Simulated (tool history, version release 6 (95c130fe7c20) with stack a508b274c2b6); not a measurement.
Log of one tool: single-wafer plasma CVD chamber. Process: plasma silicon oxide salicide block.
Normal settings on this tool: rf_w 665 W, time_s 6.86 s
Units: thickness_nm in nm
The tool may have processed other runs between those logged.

run	hour	rf_w	time_s	wafers since the last listed run	hours since the last RF generator calibration	hours since the showerhead was replaced	hours since the gauge calibration	read-back reference wafer on the same gauge, thickness_nm	thickness_nm
1	0.0	665	6.86	0	627.5	7588.3	249.4	70.810	71.031
2	14.9	665	6.86	468	642.4	7603.2	264.3	70.801	71.089
3	24.8	665	6.86	311	652.3	7613.1	274.2	70.816	71.061
4	36.8	665	6.58	377	664.3	7625.1	286.2	70.812	68.190
5	51.7	665	6.58	468	679.2	7640.0	301.1	70.744	68.443
6	61.7	665	6.58	314	689.2	7650.0	311.1	70.751	68.072
7	74.0	665	6.26	386	701.5	7662.3	323.4	70.800	65.016
8	96.8	750	6.18	716	724.3	7685.1	346.2	70.807	66.644
9	109.9	750	6.18	411	737.4	7698.2	359.3	70.810	66.435
10	127.9	750	6.18	565	755.4	7716.2	377.3	70.818	66.338
11	135.5	665	6.86	238	763.0	7723.8	384.9	70.802	71.101
12	147.9	665	6.86	389	775.4	7736.2	397.3	70.770	70.855
13	155.8	665	6.86	248	783.3	7744.1	405.2	70.799	71.422
14	164.4	730	6.86	270	791.9	7752.7	413.8	70.762	73.127
15	177.8	730	6.86	421	805.3	7766.1	427.2	70.777	72.753
16	184.1	730	6.86	198	811.6	7772.4	433.5	70.786	73.182
17	217.2	665	6.86	1040	844.7	7805.5	466.6	70.804	70.655
18	234.9	665	6.86	556	862.4	7823.2	484.3	70.835	71.094
# hour 252.1: showerhead replaced
19	253.5	665	6.86	333	881.0	1.4	502.9	70.779	70.681
# hour 266.5: RF generator calibrated
20	267.0	665	7.92	172	0.5	14.9	516.4	70.769	83.975
21	282.9	540	8.19	499	16.4	30.8	532.3	70.860	81.720
22	290.2	665	6.86	229	23.7	38.1	539.6	70.843	72.692
23	305.2	665	6.86	471	38.7	53.1	554.6	70.800	72.226
24	318.8	590	7.80	427	52.3	66.7	568.2	70.772	79.632
# hour 320.4: gauge calibrated
25	335.0	665	6.03	509	68.5	82.9	14.6	70.838	63.513
26	346.6	720	6.86	364	80.1	94.5	26.2	70.827	74.192
27	353.0	570	6.86	201	86.5	100.9	32.6	70.788	69.576
28	366.4	710	6.86	421	99.9	114.3	46.0	70.844	73.771
29	379.3	665	6.03	405	112.8	127.2	58.9	70.845	63.432
30	389.8	715	6.86	330	123.3	137.7	69.4	70.783	73.346
31	398.0	750	5.84	257	131.5	145.9	77.6	70.835	63.224
32	420.0	535	6.10	691	153.5	167.9	99.6	70.806	60.508
33	433.1	665	6.86	411	166.6	181.0	112.7	70.816	72.201
34	443.0	665	6.86	311	176.5	190.9	122.6	70.812	72.034
35	459.2	665	5.86	509	192.7	207.1	138.8	70.817	61.562
36	468.2	665	6.86	282	201.7	216.1	147.8	70.749	72.102

Each run again, without the hidden state but with its own random variation kept:
The hidden state here: delivered RF power above the setpoint (%); gauge reads high (%).
run	thickness_nm
1	72.660
2	72.728
3	72.706
4	69.775
5	70.042
6	69.666
7	66.545
8	68.221
9	68.012
10	67.920
11	72.799
12	72.552
13	73.135
14	74.885
15	74.506
16	74.947
17	72.370
18	72.825
19	72.406
20	84.105
21	81.944
22	72.930
23	72.539
24	80.051
25	63.913
26	74.711
27	70.089
28	74.372
29	63.994
30	74.035
31	63.845
32	61.167
33	73.030
34	72.892
35	62.338
36	73.036
